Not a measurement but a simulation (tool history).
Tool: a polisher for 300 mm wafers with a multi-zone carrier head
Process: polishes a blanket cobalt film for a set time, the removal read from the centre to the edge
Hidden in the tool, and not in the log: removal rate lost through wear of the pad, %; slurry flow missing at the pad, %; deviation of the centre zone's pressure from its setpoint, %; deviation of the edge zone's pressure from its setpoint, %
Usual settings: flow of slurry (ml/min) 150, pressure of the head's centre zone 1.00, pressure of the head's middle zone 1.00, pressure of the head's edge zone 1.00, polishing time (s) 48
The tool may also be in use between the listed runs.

run,hour,flow of slurry (ml/min),pressure of the head's centre zone,pressure of the head's middle zone,pressure of the head's edge zone,polishing time (s),wafers since the last listed run,wafers polished on this pad,hours since the slurry nozzle was cleaned,hours since the centre zone pressure was calibrated,hours since the edge zone pressure was calibrated,hours since the carrier head's membrane was replaced,"incoming thickness of the incoming film, nm",film removed at the wafer's centre (Å),film removed at mid-radius (Å),film removed at the wafer's edge (Å)
1,0.0,150,1.00,0.93,1.00,48,0,3485,273.1,19.5,356.1,1234.1,1332.6,2441,2246,2392
2,89.9,150,1.00,0.93,1.00,48,1051,4537,363.0,109.4,446.0,1324.0,1347.8,2410,2220,2329
# hour 157.7: worn pad replaced by a new one, repeated, since the last time left the tool worse
# hour 170.1: edge zone pressure recalibrated
# hour 395.4: slurry nozzle cleaned
# hour 408.2: carrier head's membrane replaced by a new one
3,410.9,150,1.00,0.93,1.00,48,3614,2868,15.5,430.4,240.8,2.7,1336.8,2754,2523,2739
4,507.9,150,1.00,1.00,1.00,48,1134,4003,112.5,527.4,337.8,99.7,1315.3,2729,2662,2693
5,552.2,105,1.00,1.00,1.00,48,518,4521,156.8,571.7,382.1,144.0,1347.7,2463,2435,2532
6,643.1,180,1.00,1.00,1.00,48,1063,5584,247.7,662.6,473.0,234.9,1345.5,2777,2681,2677
# hour 666.8: worn pad replaced by a new one
7,682.8,150,1.00,1.00,1.00,44,417,186,287.4,702.3,512.7,274.6,1334.6,2541,2482,2564
8,741.4,150,0.94,0.89,1.00,48,685,872,346.0,760.9,571.3,333.2,1328.3,2652,2522,2785
# hour 796.7: edge zone pressure recalibrated
9,801.6,150,1.00,1.00,1.07,48,680,1553,406.2,821.1,4.9,393.4,1348.4,2799,2720,2833
10,895.2,150,1.00,1.00,0.92,53,1094,2648,499.8,914.7,98.5,487.0,1355.3,3026,2999,2895
11,996.0,150,1.00,1.04,1.07,48,1179,3827,600.6,1015.5,199.3,587.8,1326.8,2736,2784,2786
# hour 1037.4: slurry nozzle cleaned
12,1057.1,170,1.00,1.05,0.90,39,703,4530,19.7,1076.6,260.4,648.9,1338.5,2259,2283,2128
# hour 1089.2: centre zone pressure recalibrated
13,1125.6,150,1.08,1.00,1.00,55,777,5308,88.2,36.4,328.9,717.4,1329.3,3318,3015,3000
14,1191.9,115,0.95,0.95,1.06,48,775,6083,154.5,102.7,395.2,783.7,1335.8,2342,2371,2567
# hour 1219.1: worn pad replaced by a new one
15,1298.0,190,1.00,1.06,1.00,48,1194,922,260.6,208.8,501.3,889.8,1332.7,2934,2997,2815
# hour 1300.5: edge zone pressure recalibrated
16,1393.7,195,1.00,1.00,1.00,48,1096,2019,356.3,304.5,93.2,985.5,1339.5,2924,2858,2826
17,1447.0,150,0.92,1.00,1.00,48,623,2642,409.6,357.8,146.5,1038.8,1359.6,2508,2693,2702
18,1527.9,150,1.00,1.04,1.00,48,946,3588,490.5,438.7,227.4,1119.7,1341.4,2751,2804,2705
# hour 1578.4: slurry nozzle cleaned
19,1594.8,150,0.93,0.96,1.00,41,770,4359,16.4,505.6,294.3,1186.6,1339.7,2144,2215,2301
20,1675.8,150,1.08,1.00,1.00,55,947,5307,97.4,586.6,375.3,1267.6,1352.9,3276,2947,3036
21,1725.8,150,1.00,1.00,1.00,48,584,5892,147.4,636.6,425.3,1317.6,1360.0,2648,2609,2610

Hidden state or all else? Some run-to-run changes of film removed at the wafer's centre (Å), split into what the settings, what came in and random variation would give without the hidden state, and what is left for the hidden state (with any gauge scatter that isn't in both results):
Run 2 -> 3: worn pad replaced by a new one, repeated, since the last time left the tool worse, edge zone pressure recalibrated, slurry nozzle cleaned, carrier head's membrane replaced by a new one. film removed at the wafer's centre (Å) +344: hidden state +350, all else -6.
Run 6 -> 7: flow of slurry (ml/min) 180 -> 150, polishing time (s) 48 -> 44, worn pad replaced by a new one. film removed at the wafer's centre (Å) -236: hidden state +151, all else -387.
Run 12 -> 13: flow of slurry (ml/min) 170 -> 150, pressure of the head's centre zone 1.00 -> 1.08, pressure of the head's middle zone 1.05 -> 1.00, pressure of the head's edge zone 0.90 -> 1.00, polishing time (s) 39 -> 55, centre zone pressure recalibrated. film removed at the wafer's centre (Å) +1059: hidden state -76, all else +1135.
Run 19 -> 20: pressure of the head's centre zone 0.93 -> 1.08, pressure of the head's middle zone 0.96 -> 1.00, polishing time (s) 41 -> 55. film removed at the wafer's centre (Å) +1132: hidden state -85, all else +1217.
